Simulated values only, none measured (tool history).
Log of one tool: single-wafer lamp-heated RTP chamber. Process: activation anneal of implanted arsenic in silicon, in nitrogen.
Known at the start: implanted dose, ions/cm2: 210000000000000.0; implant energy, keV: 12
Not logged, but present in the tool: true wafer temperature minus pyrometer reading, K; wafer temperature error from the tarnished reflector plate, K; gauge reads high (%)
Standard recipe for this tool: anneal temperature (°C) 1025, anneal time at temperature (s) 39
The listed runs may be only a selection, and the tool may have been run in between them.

run   hour  anneal temperature (°C)  anneal time at temperature (s)  wafers since the last listed run  wafers since the last pyrometer calibration  wafers since the reflector plate was cleaned  hours since the gauge calibration  read-back reference wafer on the same gauge, sheet resistance  sheet resistance of the implanted and annealed layer (ohm/square)
  1    0.0                     1025                              39                                 0                                         1659                                          4870                              710.8                                                         489.17                                                             417.42
  2   21.4                     1025                              39                               306                                         1965                                          5177                              732.2                                                         488.97                                                             416.81
  3   39.5                     1025                              39                               259                                         2224                                          5436                              750.3                                                         488.81                                                             414.69
      59.0  -- pyrometer window cleaned and pyrometer calibrated
  4   73.8                     1025                              39                               376                                          212                                          5812                              784.6                                                         489.06                                                             420.20
  5  102.0                     1025                              28                               403                                          616                                          6216                              812.8                                                         489.04                                                             424.14
  6  115.1                     1025                              39                               187                                          803                                          6403                              825.9                                                         489.06                                                             418.89
  7  138.9                     1025                              39                               340                                         1144                                          6744                              849.7                                                         488.92                                                             418.14
  8  152.6                     1025                              39                               196                                         1340                                          6940                              863.4                                                         489.24                                                             417.16
  9  170.4                     1025                              39                               254                                         1595                                          7195                              881.2                                                         489.03                                                             416.92
     207.2  -- pyrometer window cleaned and pyrometer calibrated
 10  207.7                     1025                              39                               419                                            7                                          7614                              918.5                                                         489.02                                                             417.42
 11  221.0                     1025                              39                               190                                          198                                          7805                              931.8                                                         489.02                                                             418.06
 12  247.3                     1025                              39                               376                                          574                                          8181                              958.1                                                         488.80                                                             418.12
     258.6  -- gauge calibrated
 13  276.9                     1025                              39                               423                                          998                                          8605                               18.3                                                         488.92                                                             416.27
 14  296.2                     1025                              39                               276                                         1274                                          8881                               37.6                                                         489.00                                                             415.13
     319.9  -- reflector plate cleaned
 15  327.7                     1025                              39                               336                                         1610                                           111                               69.1                                                         489.02                                                             417.92
 16  345.8                     1039                              32                               259                                         1869                                           370                               87.2                                                         488.93                                                             416.41
     373.1  -- pyrometer window cleaned and pyrometer calibrated
 17  429.5                     1008                              39                              1083                                          807                                          1454                              170.9                                                         489.01                                                             425.53
 18  445.5                     1003                              39                               229                                         1036                                          1683                              186.9                                                         489.14                                                             424.65
 19  479.8                      997                              39                               490                                         1527                                          2174                              221.2                                                         488.80                                                             426.00
 20  512.8                     1025                              39                               472                                         1999                                          2646                              254.2                                                         488.98                                                             416.08
 21  528.7                     1013                              31                               227                                         2227                                          2874                              270.1                                                         489.08                                                             422.98
     538.0  -- pyrometer window cleaned and pyrometer calibrated
 22  563.9                     1044                              32                               389                                          371                                          3263                              305.3                                                         489.03                                                             415.20
 23  598.8                     1000                              27                               499                                          870                                          3763                              340.2                                                         488.97                                                             430.62
 24  628.9                     1042                              30                               430                                         1301                                          4194                              370.3                                                         488.90                                                             414.61
 25  653.8                     1025                              39                               356                                         1657                                          4550                              395.2                                                         489.01                                                             417.59
     692.5  -- pyrometer window cleaned and pyrometer calibrated
 26  705.4                     1035                              19                               624                                          184                                          5174                              446.8                                                         488.93                                                             424.13
 27  737.3                      996                              18                               456                                          640                                          5631                              478.7                                                         488.98                                                             433.50
 28  757.3                     1046                              39                               286                                          927                                          5917                              498.7                                                         488.90                                                             410.46
 29  790.9                     1025                              39                               480                                         1408                                          6398                              532.3                                                         488.87                                                             415.77
 30  814.8                     1025                              16                               342                                         1750                                          6740                              556.2                                                         489.09                                                             427.96
 31  847.3                     1041                              54                               465                                         2215                                          7205                              588.7                                                         488.80                                                             402.47

Difference, measured minus no-hidden-state, one row per run. Run-to-run variation is common to both terms; the gauge's own scatter need not be:
run  sheet resistance of the implanted and annealed layer (ohm/square)
  1                                                              -3.55
  2                                                              -4.43
  3                                                              -5.29
  4                                                              -2.09
  5                                                              -2.08
  6                                                              -2.68
  7                                                              -3.25
  8                                                              -3.64
  9                                                              -4.26
 10                                                              -3.35
 11                                                              -3.45
 12                                                              -3.78
 13                                                              -4.38
 14                                                              -4.92
 15                                                              -2.99
 16                                                              -3.91
 17                                                              -1.01
 18                                                              -1.25
 19                                                              -1.97
 20                                                              -3.79
 21                                                              -3.69
 22                                                              -1.74
 23                                                              -1.48
 24                                                              -3.05
 25                                                              -3.79
 26                                                              -1.76
 27                                                              -1.44
 28                                                              -3.72
 29                                                              -3.99
 30                                                              -3.20
 31                                                              -8.54
